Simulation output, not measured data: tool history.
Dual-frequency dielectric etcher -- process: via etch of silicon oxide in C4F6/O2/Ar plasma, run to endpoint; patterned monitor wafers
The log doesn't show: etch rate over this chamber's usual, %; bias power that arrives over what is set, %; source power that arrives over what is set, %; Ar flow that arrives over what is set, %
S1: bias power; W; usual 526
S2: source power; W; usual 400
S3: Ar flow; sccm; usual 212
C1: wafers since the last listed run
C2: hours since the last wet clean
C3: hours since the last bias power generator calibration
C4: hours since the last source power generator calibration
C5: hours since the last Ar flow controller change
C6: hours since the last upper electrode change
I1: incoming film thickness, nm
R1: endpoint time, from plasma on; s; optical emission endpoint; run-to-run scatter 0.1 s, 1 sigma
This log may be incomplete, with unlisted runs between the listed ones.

run	day	S1	S2	S3	C1	C2	C3	C4	C5	C6	I1	R1
1	0	526	400	237	0	266.2	4257.3	1616.5	1945.8	1196.4	85.5	17.5
2	1.096	526	400	237	480	292.5	4283.6	1642.8	1972.1	1222.7	85.2	17.4
3	2.271	583	400	190	515	320.7	4311.8	1671	2000.3	1250.9	86	16.5
4	5.842	583	400	190	1566	406.4	4397.5	1756.7	2086	1336.6	86.2	16.5
5	7.308	526	400	212	643	441.6	4432.7	1791.9	2121.2	1371.8	85.9	17
6	7.871	468	400	212	246	455.1	4446.2	1805.4	2134.7	1385.3	86.3	17.8
7	8.762	468	400	212	391	476.5	4467.6	1826.8	2156.1	1406.7	85.9	17.6
8	10.008	468	400	212	546	506.4	4497.5	1856.7	2186	1436.6	85.3	17.3
9	11.025	526	400	212	445	530.8	4521.9	1881.1	2210.4	1461	85.4	16.8
10	11.858	526	400	212	365	550.8	4541.9	1901.1	2230.4	1481	85.7	16.9
# day 12.125: Ar flow controller replaced
# day 12.379: bias power generator calibrated
11	12.804	526	400	212	232	573.5	10.2	1923.8	16.3	1503.7	85.5	16.6
# day 13.888: wet clean of the chamber
12	13.908	526	400	212	45	0.5	36.7	1950.3	42.8	1530.2	85.1	17.4
13	14.308	526	400	229	175	10.1	46.3	1959.9	52.4	1539.8	85.5	17.5
14	15.708	605	400	212	614	43.7	79.9	1993.5	86	1573.4	85.5	16.6
15	16.604	526	400	229	392	65.2	101.4	2015	107.5	1594.9	85.6	17.7
16	17.892	526	400	212	564	96.1	132.3	2045.9	138.4	1625.8	85.2	17.4
17	18.567	526	400	253	296	112.3	148.5	2062.1	154.6	1642	85	17.5
# day 22.246: source power generator calibrated
18	22.45	634	340	230	1630	205.5	241.7	4.9	247.8	1735.2	86.6	17.3
19	23.829	526	400	212	604	238.6	274.8	38	280.9	1768.3	84.5	16.9
# day 24.896: upper electrode replaced
20	24.942	526	480	212	49	265.3	301.5	64.7	307.6	1.1	85.9	16.2
21	26.167	564	370	160	537	294.7	330.9	94.1	337	30.5	86.2	16.7
22	29.796	479	450	196	1591	381.8	418	181.2	424.1	117.6	86	16.6
23	31.1	480	300	196	572	413.1	449.3	212.5	455.4	148.9	85.8	18.6
24	32.125	526	400	212	449	437.7	473.9	237.1	480	173.5	85.6	16.8
25	32.629	626	340	254	221	449.8	486	249.2	492.1	185.6	85.8	17.2
26	33.538	526	400	212	398	471.6	507.8	271	513.9	207.4	85.1	16.7
27	34.088	616	300	174	241	484.8	521	284.2	527.1	220.6	86.4	17.1
28	35.492	581	350	246	615	518.5	554.7	317.9	560.8	254.3	86.4	17.4

Run by run, hidden condition taken away, random variation retained:
run	R1
1	17.7
2	17.6
3	16.8
4	17
5	17.5
6	18.4
7	18.2
8	17.9
9	17.4
10	17.5
11	17.3
12	17.4
13	17.5
14	16.7
15	17.8
16	17.6
17	17.7
18	17.6
19	17.3
20	16.7
21	17.2
22	17.2
23	19.3
24	17.5
25	17.9
26	17.4
27	17.9
28	18.2
